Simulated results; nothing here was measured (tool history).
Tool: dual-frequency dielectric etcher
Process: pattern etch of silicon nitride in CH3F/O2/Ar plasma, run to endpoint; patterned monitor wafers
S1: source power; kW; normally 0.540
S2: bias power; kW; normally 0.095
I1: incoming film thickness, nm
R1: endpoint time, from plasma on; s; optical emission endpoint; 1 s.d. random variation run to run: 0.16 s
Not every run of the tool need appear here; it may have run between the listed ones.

run	hour	S1	S2	I1	R1
1	0.0	0.450	0.103	29.98	33.4
# hour 68.8: wet clean of the chamber
2	69.3	0.450	0.103	29.52	34.4
3	324.0	0.450	0.103	29.77	33.7
4	429.1	0.570	0.082	29.98	33.1
5	525.9	0.570	0.082	29.80	32.7
6	577.5	0.570	0.082	29.95	32.7
# hour 616.9: wet clean of the chamber
7	673.9	0.540	0.095	29.98	33.5
8	759.8	0.540	0.095	29.66	33.0
9	809.1	0.540	0.095	29.83	32.9
10	849.7	0.540	0.095	29.95	33.0
11	955.1	0.540	0.095	29.98	32.7
12	1036.6	0.540	0.095	29.69	31.9
# hour 1096.8: wet clean of the chamber
13	1122.1	0.540	0.095	29.82	33.2
14	1336.6	0.500	0.095	30.06	33.6
# hour 1429.2: upper electrode replaced
# hour 1468.0: bias power generator calibrated
15	1518.6	0.540	0.095	29.75	32.0
# hour 1588.1: wet clean of the chamber
16	1588.6	0.640	0.078	30.00	33.8
17	1686.2	0.450	0.103	29.62	34.6
# hour 1704.4: source power generator calibrated
18	1760.2	0.630	0.075	29.71	33.3
19	1864.8	0.580	0.106	29.80	31.3
20	1999.3	0.640	0.116	29.45	28.9
21	2060.7	0.450	0.107	29.95	33.0
22	2128.4	0.540	0.113	29.91	30.9
# hour 2155.3: wet clean of the chamber
23	2230.9	0.460	0.111	29.50	33.7
24	2277.0	0.580	0.077	29.63	34.1
25	2332.7	0.540	0.095	29.80	33.2
26	2386.1	0.540	0.095	29.85	33.2
27	2466.6	0.600	0.106	30.02	31.1
28	2559.3	0.540	0.095	29.83	32.4

Forecast each of these 5 alternatives for the next run:
A	2559.7	0.540	0.117	29.78	?
B	2559.7	0.470	0.103	29.78	?
C	2559.7	0.640	0.106	29.78	?
D	2559.7	0.630	0.115	29.78	?
E	2559.7	0.470	0.110	29.78	?

run	R1
A	31.0
B	33.3
C	30.2
D	29.7
E	32.7
Had the tool no hidden state, the same runs would have come out as:
run	R1
A	32.1
B	34.5
C	31.3
D	30.8
E	33.9
